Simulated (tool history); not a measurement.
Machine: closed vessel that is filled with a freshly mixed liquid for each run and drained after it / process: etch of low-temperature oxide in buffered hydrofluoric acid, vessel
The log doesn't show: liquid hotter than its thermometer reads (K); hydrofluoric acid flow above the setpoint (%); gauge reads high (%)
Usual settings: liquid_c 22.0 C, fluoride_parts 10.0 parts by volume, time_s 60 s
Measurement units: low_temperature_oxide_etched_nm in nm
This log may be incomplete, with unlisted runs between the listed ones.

run   hour  liquid_c  fluoride_parts  time_s  wafers since the last listed run  hours since the thermometer was replaced  hours since the hydrofluoric acid flow meter was replaced  hours since the gauge calibration  read-back film thickness of the low-temperature oxide reference wafer, read on the same gauge (nm)  low_temperature_oxide_etched_nm
  1    0.0      22.0            10.0      60                                 0                                    1540.6                                                      490.2                              321.4                                                                                               60.02                           170.55
  2   34.3      22.0            10.0      60                              3691                                    1574.9                                                      524.5                              355.7                                                                                               60.00                           174.24
  3   59.9      22.0            10.0      60                              2755                                    1600.5                                                      550.1                              381.3                                                                                               60.02                           173.52
  4   85.7      22.0            10.0      60                              2776                                    1626.3                                                      575.9                              407.1                                                                                               60.00                           173.46
  5  157.3      22.0            10.0      60                              7705                                    1697.9                                                      647.5                              478.7                                                                                               59.98                           174.76
  6  170.8      22.0            10.0      60                              1452                                    1711.4                                                      661.0                              492.2                                                                                               59.99                           173.01
  7  190.1      22.0            10.0      60                              2077                                    1730.7                                                      680.3                              511.5                                                                                               59.98                           172.45
  8  205.2      22.0            10.0      60                              1625                                    1745.8                                                      695.4                              526.6                                                                                               60.03                           174.48
  9  242.6      22.0            10.0      60                              4025                                    1783.2                                                      732.8                              564.0                                                                                               60.02                           174.92
 10  273.2      22.0            10.0      60                              3293                                    1813.8                                                      763.4                              594.6                                                                                               60.01                           174.85
 11  297.6      22.0            10.0      50                              2625                                    1838.2                                                      787.8                              619.0                                                                                               60.02                           145.71
     306.5  -- hydrofluoric acid flow meter replaced
 12  328.6      22.0            10.0      50                              3228                                    1869.2                                                       22.1                              650.0                                                                                               60.00                           146.92
     338.7  -- thermometer replaced
 13  360.2      22.0            10.0      50                              3293                                      21.5                                                       53.7                              681.6                                                                                               59.98                           137.34
 14  372.9      18.5            10.0      60                              1366                                      34.2                                                       66.4                              694.3                                                                                               59.97                           135.42
 15  405.0      19.5             7.5      80                              3454                                      66.3                                                       98.5                              726.4                                                                                               60.01                           250.04
 16  434.1      22.0            10.0      60                              3131                                      95.4                                                      127.6                              755.5                                                                                               60.04                           165.66
 17  464.9      19.5             7.5      80                              3314                                     126.2                                                      158.4                              786.3                                                                                               60.01                           248.63
 18  479.3      20.0            10.0      85                              1549                                     140.6                                                      172.8                              800.7                                                                                               60.02                           208.48
     480.4  -- gauge calibrated
 19  512.9      22.0            10.0      80                              3616                                     174.2                                                      206.4                               32.5                                                                                               59.96                           221.85
 20  525.2      26.0             8.0      35                              1323                                     186.5                                                      218.7                               44.8                                                                                               60.03                           146.02
 21  631.9      22.0             6.0      30                             11483                                     293.2                                                      325.4                              151.5                                                                                               59.99                           133.21
 22  653.8      18.0             7.0      30                              2356                                     315.1                                                      347.3                              173.4                                                                                               59.99                            93.76
 23  687.2      22.0            10.0      60                              3594                                     348.5                                                      380.7                              206.8                                                                                               60.02                           166.09
 24  712.0      20.0             6.5      40                              2668                                     373.3                                                      405.5                              231.6                                                                                               59.97                           148.94
 25  731.3      22.0             8.5      45                              2077                                     392.6                                                      424.8                              250.9                                                                                               59.94                           143.23
 26  749.1      22.0            10.0      60                              1915                                     410.4                                                      442.6                              268.7                                                                                               59.99                           166.97

5 options for the next run, each taken on its own from the tool as it stands now. Forecast them:
  A  749.8      22.0             6.5      60                                75                                     411.1                                                      443.3                              269.4                                                                                                   ?                                ?
  B  749.8      26.0             6.5      80                                75                                     411.1                                                      443.3                              269.4                                                                                                   ?                                ?
  C  749.8      22.0             7.0      35                                75                                     411.1                                                      443.3                              269.4                                                                                                   ?                                ?
  D  749.8      22.0            13.0      60                                75                                     411.1                                                      443.3                              269.4                                                                                                   ?                                ?
  E  749.8      23.5            10.0      60                                75                                     411.1                                                      443.3                              269.4                                                                                                   ?                                ?

run  read-back film thickness of the low-temperature oxide reference wafer, read on the same gauge (nm)  low_temperature_oxide_etched_nm
  A                                                                                               59.98                           249.74
  B                                                                                               59.98                           413.64
  C                                                                                               59.98                           136.60
  D                                                                                               59.98                           129.23
  E                                                                                               59.98                           181.25
With the hidden condition removed and each run's random variation left untouched, the same runs would have given:
run  low_temperature_oxide_etched_nm
  A                           242.02
  B                           401.19
  C                           132.38
  D                           125.23
  E                           175.69

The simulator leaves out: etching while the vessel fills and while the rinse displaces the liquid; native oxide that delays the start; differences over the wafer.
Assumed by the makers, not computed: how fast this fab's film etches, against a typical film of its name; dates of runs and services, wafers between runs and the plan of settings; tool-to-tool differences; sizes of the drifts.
